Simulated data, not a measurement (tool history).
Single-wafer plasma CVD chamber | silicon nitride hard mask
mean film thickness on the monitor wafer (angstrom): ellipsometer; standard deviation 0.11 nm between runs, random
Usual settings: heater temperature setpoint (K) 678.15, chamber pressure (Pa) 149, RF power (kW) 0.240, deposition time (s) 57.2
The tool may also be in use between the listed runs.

| run | hour | heater temperature setpoint (K) | chamber pressure (Pa) | RF power (kW) | deposition time (s) | wafers since the last listed run | hours since the last thermocouple change | hours since the last RF generator calibration | hours since the last manometer calibration | hours since the showerhead was replaced | hours since the gauge calibration | read-back reference wafer on the same gauge, thickness_nm | mean film thickness on the monitor wafer (angstrom) |
|---|---|---|---|---|---|---|---|---|---|---|---|---|---|
| 1 | 0.0 | 670.15 | 149 | 0.240 | 57.2 | 0 | 1541.3 | 546.3 | 2529.0 | 4442.8 | 361.5 | 39.203 | 471.68 |
| 2 | 35.6 | 678.15 | 179 | 0.255 | 57.2 | 541 | 1576.9 | 581.9 | 2564.6 | 4478.4 | 397.1 | 39.204 | 519.51 |
| 3 | 67.8 | 678.15 | 179 | 0.255 | 57.2 | 489 | 1609.1 | 614.1 | 2596.8 | 4510.6 | 429.3 | 39.190 | 518.37 |
| 4 | 81.1 | 678.15 | 179 | 0.255 | 57.2 | 202 | 1622.4 | 627.4 | 2610.1 | 4523.9 | 442.6 | 39.205 | 519.90 |
| 5 | 114.2 | 687.15 | 149 | 0.240 | 57.2 | 503 | 1655.5 | 660.5 | 2643.2 | 4557.0 | 475.7 | 39.228 | 466.99 |
| 6 | 136.9 | 687.15 | 149 | 0.240 | 57.2 | 345 | 1678.2 | 683.2 | 2665.9 | 4579.7 | 498.4 | 39.211 | 467.03 |
|  | 176.9 | thermocouple changed; heater temperature recalibrated |
|  | 201.7 | capacitance manometer re-zeroed and calibrated |
|  | 207.3 | gauge calibrated |
| 7 | 219.6 | 687.15 | 149 | 0.240 | 57.2 | 1014 | 42.7 | 765.9 | 17.9 | 4662.4 | 12.3 | 39.202 | 468.03 |
|  | 237.5 | RF generator calibrated |
| 8 | 254.8 | 678.15 | 149 | 0.240 | 57.2 | 413 | 77.9 | 17.3 | 53.1 | 4697.6 | 47.5 | 39.214 | 469.02 |
|  | 264.1 | showerhead replaced |
| 9 | 287.5 | 678.15 | 149 | 0.240 | 57.2 | 375 | 110.6 | 50.0 | 85.8 | 23.4 | 80.2 | 39.197 | 467.76 |
| 10 | 319.8 | 678.15 | 149 | 0.225 | 57.2 | 491 | 142.9 | 82.3 | 118.1 | 55.7 | 112.5 | 39.208 | 445.84 |
| 11 | 350.4 | 678.15 | 149 | 0.220 | 57.2 | 465 | 173.5 | 112.9 | 148.7 | 86.3 | 143.1 | 39.181 | 437.37 |
| 12 | 379.8 | 678.15 | 149 | 0.240 | 57.2 | 447 | 202.9 | 142.3 | 178.1 | 115.7 | 172.5 | 39.213 | 468.95 |
| 13 | 397.4 | 670.15 | 123 | 0.255 | 50.2 | 267 | 220.5 | 159.9 | 195.7 | 133.3 | 190.1 | 39.194 | 408.29 |
| 14 | 429.8 | 678.15 | 179 | 0.255 | 57.2 | 492 | 252.9 | 192.3 | 228.1 | 165.7 | 222.5 | 39.207 | 521.45 |
| 15 | 450.8 | 685.15 | 167 | 0.265 | 62.0 | 319 | 273.9 | 213.3 | 249.1 | 186.7 | 243.5 | 39.189 | 565.77 |
| 16 | 464.0 | 678.15 | 119 | 0.205 | 67.5 | 200 | 287.1 | 226.5 | 262.3 | 199.9 | 256.7 | 39.218 | 450.60 |
| 17 | 487.4 | 673.15 | 135 | 0.270 | 52.8 | 355 | 310.5 | 249.9 | 285.7 | 223.3 | 280.1 | 39.197 | 461.96 |
| 18 | 509.2 | 678.15 | 149 | 0.240 | 57.2 | 331 | 332.3 | 271.7 | 307.5 | 245.1 | 301.9 | 39.189 | 470.25 |
| 19 | 524.4 | 668.15 | 136 | 0.240 | 61.0 | 231 | 347.5 | 286.9 | 322.7 | 260.3 | 317.1 | 39.160 | 488.92 |

Branching from run 19: 3 alternative next runs. What would each branch give?
| A | 524.8 | 678.15 | 113 | 0.240 | 57.2 | 6 | 347.9 | 287.3 | 323.1 | 260.7 | 317.5 | ? | ? |
| B | 524.8 | 678.15 | 120 | 0.240 | 50.4 | 6 | 347.9 | 287.3 | 323.1 | 260.7 | 317.5 | ? | ? |
| C | 524.8 | 678.15 | 140 | 0.240 | 57.2 | 6 | 347.9 | 287.3 | 323.1 | 260.7 | 317.5 | ? | ? |

| run | read-back reference wafer on the same gauge, thickness_nm | mean film thickness on the monitor wafer (angstrom) |
|---|---|---|
| A | 39.198 | 428.61 |
| B | 39.198 | 385.51 |
| C | 39.198 | 459.99 |
What these runs would have given with no unlogged condition in the tool:
| run | mean film thickness on the monitor wafer (angstrom) |
|---|---|
| A | 428.61 |
| B | 385.51 |
| C | 459.99 |
